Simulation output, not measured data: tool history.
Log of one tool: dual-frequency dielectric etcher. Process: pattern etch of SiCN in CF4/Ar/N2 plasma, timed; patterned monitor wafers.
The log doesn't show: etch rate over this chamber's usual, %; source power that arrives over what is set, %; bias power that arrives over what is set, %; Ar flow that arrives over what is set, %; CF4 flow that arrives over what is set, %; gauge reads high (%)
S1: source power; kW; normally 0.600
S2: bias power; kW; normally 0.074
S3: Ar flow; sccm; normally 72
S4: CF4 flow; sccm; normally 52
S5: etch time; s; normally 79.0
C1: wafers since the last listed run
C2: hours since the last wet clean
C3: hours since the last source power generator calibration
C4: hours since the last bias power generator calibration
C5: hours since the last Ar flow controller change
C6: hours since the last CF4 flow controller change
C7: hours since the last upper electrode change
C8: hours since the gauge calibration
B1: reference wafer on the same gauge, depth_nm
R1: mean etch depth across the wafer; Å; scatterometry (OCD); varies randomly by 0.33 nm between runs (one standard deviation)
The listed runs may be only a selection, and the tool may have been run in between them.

run 1 hour=0.0 | S1=0.700 S2=0.074 S3=77 S4=52 S5=79.0 | C1=0 C2=192.5 C3=3998.8 C4=38.8 C5=2362.4 C6=68.0 C7=34.1 C8=255.1 | B1=89.5 | R1=1063
-- hour=19.4 source power generator calibrated
run 2 hour=26.2 | S1=0.600 S2=0.074 S3=85 S4=58 S5=79.0 | C1=154 C2=218.7 C3=6.8 C4=65.0 C5=2388.6 C6=94.2 C7=60.3 C8=281.3 | B1=89.6 | R1=894
-- hour=47.2 Ar flow controller replaced
run 3 hour=47.7 | S1=0.460 S2=0.080 S3=72 S4=52 S5=79.0 | C1=107 C2=240.2 C3=28.3 C4=86.5 C5=0.5 C6=115.7 C7=81.8 C8=302.8 | B1=89.6 | R1=702
run 4 hour=61.2 | S1=0.670 S2=0.074 S3=67 S4=45 S5=89.5 | C1=93 C2=253.7 C3=41.8 C4=100.0 C5=14.0 C6=129.2 C7=95.3 C8=316.3 | B1=89.7 | R1=1163
run 5 hour=95.3 | S1=0.450 S2=0.074 S3=72 S4=52 S5=79.0 | C1=236 C2=287.8 C3=75.9 C4=134.1 C5=48.1 C6=163.3 C7=129.4 C8=350.4 | B1=89.6 | R1=674
run 6 hour=118.6 | S1=0.600 S2=0.074 S3=72 S4=52 S5=79.0 | C1=161 C2=311.1 C3=99.2 C4=157.4 C5=71.4 C6=186.6 C7=152.7 C8=373.7 | B1=89.8 | R1=925
run 7 hour=130.9 | S1=0.600 S2=0.058 S3=63 S4=42 S5=79.0 | C1=85 C2=323.4 C3=111.5 C4=169.7 C5=83.7 C6=198.9 C7=165.0 C8=386.0 | B1=89.6 | R1=845
run 8 hour=166.0 | S1=0.600 S2=0.074 S3=72 S4=52 S5=79.0 | C1=243 C2=358.5 C3=146.6 C4=204.8 C5=118.8 C6=234.0 C7=200.1 C8=421.1 | B1=89.7 | R1=921
run 9 hour=195.9 | S1=0.600 S2=0.074 S3=88 S4=42 S5=79.0 | C1=207 C2=388.4 C3=176.5 C4=234.7 C5=148.7 C6=263.9 C7=230.0 C8=451.0 | B1=89.7 | R1=856
-- hour=241.2 wet clean of the chamber
run 10 hour=241.7 | S1=0.600 S2=0.074 S3=72 S4=52 S5=79.0 | C1=151 C2=0.5 C3=222.3 C4=280.5 C5=194.5 C6=309.7 C7=275.8 C8=496.8 | B1=89.8 | R1=907
run 11 hour=264.6 | S1=0.740 S2=0.074 S3=72 S4=52 S5=79.0 | C1=158 C2=23.4 C3=245.2 C4=303.4 C5=217.4 C6=332.6 C7=298.7 C8=519.7 | B1=89.6 | R1=1125
run 12 hour=281.5 | S1=0.600 S2=0.074 S3=72 S4=47 S5=79.0 | C1=117 C2=40.3 C3=262.1 C4=320.3 C5=234.3 C6=349.5 C7=315.6 C8=536.6 | B1=89.8 | R1=896
run 13 hour=301.7 | S1=0.600 S2=0.063 S3=72 S4=44 S5=79.0 | C1=140 C2=60.5 C3=282.3 C4=340.5 C5=254.5 C6=369.7 C7=335.8 C8=556.8 | B1=89.6 | R1=845
run 14 hour=335.8 | S1=0.600 S2=0.084 S3=72 S4=65 S5=60.0 | C1=236 C2=94.6 C3=316.4 C4=374.6 C5=288.6 C6=403.8 C7=369.9 C8=590.9 | B1=89.7 | R1=743
run 15 hour=360.6 | S1=0.530 S2=0.083 S3=81 S4=60 S5=79.0 | C1=172 C2=119.4 C3=341.2 C4=399.4 C5=313.4 C6=428.6 C7=394.7 C8=615.7 | B1=89.7 | R1=827
run 16 hour=395.0 | S1=0.600 S2=0.091 S3=72 S4=52 S5=79.0 | C1=238 C2=153.8 C3=375.6 C4=433.8 C5=347.8 C6=463.0 C7=429.1 C8=650.1 | B1=89.8 | R1=991
run 17 hour=414.7 | S1=0.600 S2=0.074 S3=72 S4=59 S5=79.0 | C1=136 C2=173.5 C3=395.3 C4=453.5 C5=367.5 C6=482.7 C7=448.8 C8=669.8 | B1=89.8 | R1=931
run 18 hour=444.3 | S1=0.600 S2=0.074 S3=72 S4=52 S5=79.0 | C1=205 C2=203.1 C3=424.9 C4=483.1 C5=397.1 C6=512.3 C7=478.4 C8=699.4 | B1=89.7 | R1=918
run 19 hour=459.5 | S1=0.600 S2=0.074 S3=56 S4=52 S5=61.0 | C1=105 C2=218.3 C3=440.1 C4=498.3 C5=412.3 C6=527.5 C7=493.6 C8=714.6 | B1=89.7 | R1=753
run 20 hour=554.9 | S1=0.520 S2=0.074 S3=60 S4=63 S5=79.0 | C1=662 C2=313.7 C3=535.5 C4=593.7 C5=507.7 C6=622.9 C7=589.0 C8=810.0 | B1=89.7 | R1=835
run 21 hour=579.6 | S1=0.600 S2=0.074 S3=72 S4=60 S5=79.0 | C1=171 C2=338.4 C3=560.2 C4=618.4 C5=532.4 C6=647.6 C7=613.7 C8=834.7 | B1=89.7 | R1=936

Hidden condition of the tool, last listed run before each entry between runs versus first listed run after:
Between runs 1 and 2: source power generator calibrated (hour 19.4)
  etch rate over this chamber's usual, %: 0.789 -> 0.896
  what was measured, less what the result would be without the hidden state, R1: +8 -> +8 Å
Between runs 2 and 3: Ar flow controller replaced (hour 47.2)
  etch rate over this chamber's usual, %: 0.896 -> 0.983
  what was measured, less what the result would be without the hidden state, R1: +8 -> +6 Å
Between runs 9 and 10: wet clean of the chamber (hour 241.2)
  etch rate over this chamber's usual, %: 1.59 -> 0.147
  what was measured, less what the result would be without the hidden state, R1: +13 -> +1 Å

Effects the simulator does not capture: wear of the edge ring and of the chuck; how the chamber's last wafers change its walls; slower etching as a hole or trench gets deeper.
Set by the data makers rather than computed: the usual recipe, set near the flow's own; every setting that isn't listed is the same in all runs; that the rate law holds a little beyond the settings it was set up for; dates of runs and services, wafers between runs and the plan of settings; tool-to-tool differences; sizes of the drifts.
